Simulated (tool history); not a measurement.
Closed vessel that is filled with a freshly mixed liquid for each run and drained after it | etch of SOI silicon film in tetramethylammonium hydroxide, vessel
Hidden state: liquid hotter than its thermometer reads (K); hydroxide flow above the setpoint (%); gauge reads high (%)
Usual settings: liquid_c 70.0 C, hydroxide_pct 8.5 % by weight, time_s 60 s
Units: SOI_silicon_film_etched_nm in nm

run	hour	liquid_c	hydroxide_pct	time_s	wafers since the last listed run	hours since the thermometer was replaced	hours since the hydroxide flow meter was replaced	hours since the gauge calibration	read-back film thickness of the SOI silicon film reference wafer, read on the same gauge (nm)	SOI_silicon_film_etched_nm
1	0.0	70.0	8.5	60	0	44.4	478.7	306.7	69.97	484.35
2	12.6	70.0	8.5	60	1191	57.0	491.3	319.3	69.99	479.41
3	33.1	70.0	8.5	60	1938	77.5	511.8	339.8	69.99	479.28
4	52.3	74.5	8.5	50	1815	96.7	531.0	359.0	70.01	522.31
5	87.2	70.0	8.5	60	3300	131.6	565.9	393.9	69.98	483.26
6	99.9	70.0	8.5	60	1200	144.3	578.6	406.6	70.00	480.57
7	122.7	70.0	10.5	60	2156	167.1	601.4	429.4	70.01	445.30
8	157.6	70.0	10.5	60	3300	202.0	636.3	464.3	70.02	445.68
9	180.2	70.0	10.5	60	2137	224.6	658.9	486.9	69.98	446.55
10	214.7	76.5	8.5	70	3262	259.1	693.4	521.4	69.95	815.52
11	239.8	76.5	8.5	70	2373	284.2	718.5	546.5	69.99	816.98
# hour 242.5: gauge calibrated
12	253.9	76.5	8.5	70	1333	298.3	732.6	11.4	70.01	817.58
13	281.7	70.0	10.0	60	2628	326.1	760.4	39.2	69.98	449.62
14	294.1	70.0	10.0	60	1172	338.5	772.8	51.6	69.99	451.53
15	322.5	64.5	8.5	30	2685	366.9	801.2	80.0	69.99	174.33
16	354.0	73.0	7.0	60	2978	398.4	832.7	111.5	70.03	608.09
17	394.5	70.0	9.5	45	3829	438.9	873.2	152.0	70.02	348.75
18	410.2	76.5	8.5	70	1484	454.6	888.9	167.7	69.97	816.71
19	445.2	65.0	6.0	35	3309	489.6	923.9	202.7	70.00	227.78
# hour 471.7: hydroxide flow meter replaced
# hour 493.7: thermometer replaced
20	516.3	70.0	8.5	60	6534	22.6	44.6	273.8	70.01	477.42
21	547.8	70.0	8.5	60	2978	54.1	76.1	305.3	69.98	482.89
22	583.1	76.0	8.5	60	3338	89.4	111.4	340.6	69.99	679.47
23	595.5	64.5	8.5	85	1172	101.8	123.8	353.0	70.06	493.22
24	630.8	67.0	8.0	75	3338	137.1	159.1	388.3	70.02	513.64
25	659.9	64.5	8.5	30	2751	166.2	188.2	417.4	69.96	173.48
# hour 671.4: gauge calibrated
26	677.0	70.0	9.5	80	1617	183.3	205.3	5.6	69.97	620.32
27	703.0	66.0	10.0	50	2458	209.3	231.3	31.6	69.98	299.84
28	732.1	70.0	9.5	60	2751	238.4	260.4	60.7	70.03	461.95

4 ways to go on from here, each from the tool as it stands after run 28. What would each give?
A	732.8	73.0	8.5	60	66	239.1	261.1	61.4	?	?
B	732.8	66.0	9.5	30	66	239.1	261.1	61.4	?	?
C	732.8	73.0	8.5	35	66	239.1	261.1	61.4	?	?
D	732.8	63.0	6.0	30	66	239.1	261.1	61.4	?	?

run	read-back film thickness of the SOI silicon film reference wafer, read on the same gauge (nm)	SOI_silicon_film_etched_nm
A	70.02	578.75
B	70.02	184.03
C	70.02	337.60
D	70.02	175.58
Without the tool's hidden state the same runs would have given:
run	SOI_silicon_film_etched_nm
A	578.75
B	184.03
C	337.60
D	175.58
